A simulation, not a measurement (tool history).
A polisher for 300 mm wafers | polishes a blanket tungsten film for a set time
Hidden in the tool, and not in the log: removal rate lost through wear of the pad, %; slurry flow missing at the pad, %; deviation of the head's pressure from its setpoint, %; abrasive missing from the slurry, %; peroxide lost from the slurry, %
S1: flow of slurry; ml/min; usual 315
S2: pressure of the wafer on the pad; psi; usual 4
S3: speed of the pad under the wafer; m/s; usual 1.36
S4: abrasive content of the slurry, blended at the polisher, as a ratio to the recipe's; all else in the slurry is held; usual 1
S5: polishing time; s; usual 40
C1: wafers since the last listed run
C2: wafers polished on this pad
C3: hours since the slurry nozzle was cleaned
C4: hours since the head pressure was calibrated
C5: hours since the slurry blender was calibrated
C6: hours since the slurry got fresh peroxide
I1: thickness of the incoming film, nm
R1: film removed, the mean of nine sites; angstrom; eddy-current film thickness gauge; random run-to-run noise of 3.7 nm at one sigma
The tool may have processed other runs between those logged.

run	hour	S1	S2	S3	S4	S5	C1	C2	C3	C4	C5	C6	I1	R1
1	0	315	4	1.56	1.2	40	0	5687	131.6	693.6	297.4	408.7	1096.6	3692
2	69.1	315	4	1.36	1	40	776	6463	200.7	762.7	366.5	477.8	1104.3	3144
# hour 108.2: head pressure recalibrated
3	120.3	315	4	1.36	1.15	40	552	7016	251.9	12.1	417.7	529	1097.7	3212
4	203.3	315	4	1.36	1	40	932	7948	334.9	95.1	500.7	612	1087.5	3147
# hour 253.5: worn pad replaced by a new one
5	309.7	315	4	1.36	1.3	40	1150	631	441.3	201.5	607.1	718.4	1096.4	3196
# hour 379.6: slurry tank refilled with fresh slurry and peroxide
6	405.6	315	4	1.36	1.1	40	1066	1697	537.2	297.4	703	26	1096.6	3129
7	489.5	315	4	1.36	1	40	942	2640	621.1	381.3	786.9	109.9	1099.5	2979
# hour 499.2: slurry blender recalibrated
8	560.5	235	5	0.96	1	40	775	3415	692.1	452.3	61.3	180.9	1099.6	2703
9	651.3	315	5.1	1.5	1	44	1020	4435	782.9	543.1	152.1	271.7	1092.3	4868
10	695.2	315	4	1.36	1	46	493	4928	826.8	587	196	315.6	1107.5	3610
11	817.2	315	4	1.36	1	40	1370	6299	948.8	709	318	437.6	1086.5	3181
# hour 826.5: slurry nozzle cleaned
# hour 859.8: head pressure recalibrated
# hour 975.1: worn pad replaced by a new one
12	1034.8	225	3.4	1.36	1.15	40	2366	670	208.3	175	535.6	655.2	1093.5	2635
# hour 1119.8: slurry tank refilled with fresh slurry and peroxide
13	1129.1	315	4	1.36	1	40	1048	1718	302.6	269.3	629.9	9.3	1101.8	3038
# hour 1226: slurry blender recalibrated
14	1227.7	230	4	1.72	1	53	1085	2804	401.2	367.9	1.7	107.9	1097	5191
15	1328.4	315	4.5	1.36	1.15	40	1131	3935	501.9	468.6	102.4	208.6	1111.3	3703
16	1407.9	315	4	1.36	1	40	893	4828	581.4	548.1	181.9	288.1	1089.1	3136
17	1498.4	315	3	1.36	1	40	1016	5845	671.9	638.6	272.4	378.6	1116.6	2340
# hour 1564.8: head pressure recalibrated
18	1585.9	360	4	1.36	1	40	960	6805	759.4	21.1	359.9	466.1	1110.9	3163
# hour 1644.8: worn pad replaced by a new one
# hour 1649.6: slurry nozzle cleaned
19	1657.4	315	4	1.36	1	40	747	129	7.8	92.6	431.4	537.6	1092.8	3099
20	1702.9	205	2.9	1.54	1	40	511	641	53.3	138.1	476.9	583.1	1106.4	2521
21	1794	315	4	1.24	1	40	1023	1664	144.4	229.2	568	674.2	1077.6	2783
# hour 1796.4: slurry tank refilled with fresh slurry and peroxide
22	1875.8	315	4	1.36	1	40	907	2572	226.2	311	649.8	79.4	1102.6	3053
23	1963.5	315	4	1.36	1	40	985	3557	313.9	398.7	737.5	167.1	1100.5	2998
# hour 1986: slurry blender recalibrated
24	2007.8	245	3.3	1.66	1	52	475	4032	358.2	443	21.8	211.4	1092.1	4009
25	2098.1	360	3.6	1.54	1	50	1014	5047	448.5	533.3	112.1	301.7	1100.4	4090
# hour 2279.4: head pressure recalibrated
26	2396.7	385	4	1.36	1	40	3332	8379	747.1	117.3	410.7	600.3	1092.6	3167
# hour 2440.9: worn pad replaced by a new one
27	2477.1	315	4	1.36	1	40	858	406	827.5	197.7	491.1	680.7	1088.5	3099

Here are 3 independent what-if runs from the current tool condition. What would each one return?
A	2477.5	315	4	1.36	1	40	4	410	827.9	198.1	491.5	681.1	1115.9	?
B	2477.5	240	4	1.52	0.85	46	4	410	827.9	198.1	491.5	681.1	1115.9	?
C	2477.5	260	4	1.36	1.15	40	4	410	827.9	198.1	491.5	681.1	1115.9	?

run	R1
A	3096
B	3813
C	3143
Take away the tool's hidden state, keep each run's random variation, and the runs would have read:
run	R1
A	3177
B	3911
C	3226
